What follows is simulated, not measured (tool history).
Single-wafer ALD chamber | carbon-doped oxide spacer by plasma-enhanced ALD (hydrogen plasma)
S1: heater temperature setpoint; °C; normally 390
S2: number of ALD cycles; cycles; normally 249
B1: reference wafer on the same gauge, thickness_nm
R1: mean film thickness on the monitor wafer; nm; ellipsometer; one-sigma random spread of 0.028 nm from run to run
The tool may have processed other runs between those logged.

run 1 hour=0.0 | S1=390 S2=249 | B1=9.906 | R1=11.326
run 2 hour=12.3 | S1=390 S2=249 | B1=9.904 | R1=11.346
run 3 hour=26.0 | S1=390 S2=249 | B1=9.896 | R1=11.360
run 4 hour=39.5 | S1=397 S2=249 | B1=9.907 | R1=11.334
run 5 hour=52.7 | S1=397 S2=249 | B1=9.896 | R1=11.355
run 6 hour=73.8 | S1=397 S2=249 | B1=9.900 | R1=11.338
run 7 hour=83.5 | S1=390 S2=249 | B1=9.892 | R1=11.369
run 8 hour=95.8 | S1=390 S2=249 | B1=9.889 | R1=11.358
run 9 hour=110.8 | S1=390 S2=249 | B1=9.891 | R1=11.334
run 10 hour=118.2 | S1=390 S2=265 | B1=9.907 | R1=12.041
-- hour=137.2 gauge calibrated
-- hour=146.9 thermocouple changed; heater temperature recalibrated
run 11 hour=165.2 | S1=394 S2=249 | B1=9.896 | R1=11.302
run 12 hour=179.1 | S1=382 S2=235 | B1=9.902 | R1=10.732
run 13 hour=192.3 | S1=376 S2=236 | B1=9.897 | R1=10.757
run 14 hour=208.1 | S1=390 S2=202 | B1=9.899 | R1=9.202
run 15 hour=219.5 | S1=384 S2=249 | B1=9.896 | R1=11.330
run 16 hour=235.9 | S1=385 S2=228 | B1=9.893 | R1=10.387
run 17 hour=251.7 | S1=390 S2=249 | B1=9.901 | R1=11.354
run 18 hour=263.2 | S1=396 S2=220 | B1=9.899 | R1=10.036
run 19 hour=280.7 | S1=390 S2=249 | B1=9.904 | R1=11.349
run 20 hour=297.6 | S1=381 S2=249 | B1=9.905 | R1=11.405

Consider 4 possible next runs. They are alternatives, not a sequence: every one starts from the tool as it was left by run 20. What does each give?
run A hour=298.4 | S1=390 S2=201 | B1=? | R1=?
run B hour=298.4 | S1=386 S2=269 | B1=? | R1=?
run C hour=298.4 | S1=378 S2=277 | B1=? | R1=?
run D hour=298.4 | S1=404 S2=268 | B1=? | R1=?

run=A B1=9.895 R1=9.195
run=B B1=9.895 R1=12.306
run=C B1=9.895 R1=12.672
run=D B1=9.895 R1=12.041
What these runs would have given with no unlogged condition in the tool:
run=A R1=9.195
run=B R1=12.306
run=C R1=12.672
run=D R1=12.041
